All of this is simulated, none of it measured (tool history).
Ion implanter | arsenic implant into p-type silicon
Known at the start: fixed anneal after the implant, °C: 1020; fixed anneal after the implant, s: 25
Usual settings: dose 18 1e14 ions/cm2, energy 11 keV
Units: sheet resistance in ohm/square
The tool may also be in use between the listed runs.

run	hour	dose	energy	wafers since the last listed run	hours since the last dose calibration	hours since the extraction supply was calibrated	hours since the gauge calibration	read-back reference wafer on the same gauge, sheet resistance	sheet resistance
1	0	18	11	0	688	1759.6	1007.7	114.95	104.65
2	76.5	18	11	1244	764.5	1836.1	1084.2	115.04	104.75
3	122.3	18	11	745	810.3	1881.9	1130	115.04	105.59
4	161.8	18	11	642	849.8	1921.4	1169.5	114.96	105.19
5	341.1	18	11	2917	1029.1	2100.7	1348.8	114.96	104.81
6	438.6	18	8	1586	1126.6	2198.2	1446.3	115	108.45
# hour 476.9: gauge calibrated
# hour 483.7: extraction supply calibrated
7	573.5	18	8	2064	1261.5	89.8	96.6	115.02	107.78
8	678	18	8	1700	1366	194.3	201.1	115.01	107.87
9	763.9	18	11	1397	1451.9	280.2	287	115.03	104.46
# hour 825.5: Faraday cup replaced and dose calibrated
10	830.3	16.5	9.5	950	4.8	346.6	353.4	115.03	110.43
11	917.7	15.65	9.5	1422	92.2	434	440.8	115	112.19
12	1020.5	18	11	1672	195	536.8	543.6	115	106.34
13	1069.9	13.73	9	803	244.4	586.2	593	114.97	117.39
14	1323.5	19.9	10	4126	498	839.8	846.6	115.01	104.45
15	1393.6	19.44	8.5	1140	568.1	909.9	916.7	114.98	106.52
16	1433.2	18	12.5	644	607.7	949.5	956.3	114.99	103.87
17	1470.5	20.7	12	606	645	986.8	993.6	114.95	101.4

The same runs without the tool's hidden state, with the same run-to-run variation:
The hidden state here: deviation of the true dose from the Faraday cup's reading, %; deviation of the true energy from its setpoint, %; gauge reads high (%).
run	sheet resistance
1	105.2
2	105.36
3	106.25
4	105.88
5	105.65
6	109.39
7	108.82
8	109
9	105.64
10	109.94
11	111.76
12	106.1
13	117.07
14	104.49
15	106.6
16	104
17	101.54

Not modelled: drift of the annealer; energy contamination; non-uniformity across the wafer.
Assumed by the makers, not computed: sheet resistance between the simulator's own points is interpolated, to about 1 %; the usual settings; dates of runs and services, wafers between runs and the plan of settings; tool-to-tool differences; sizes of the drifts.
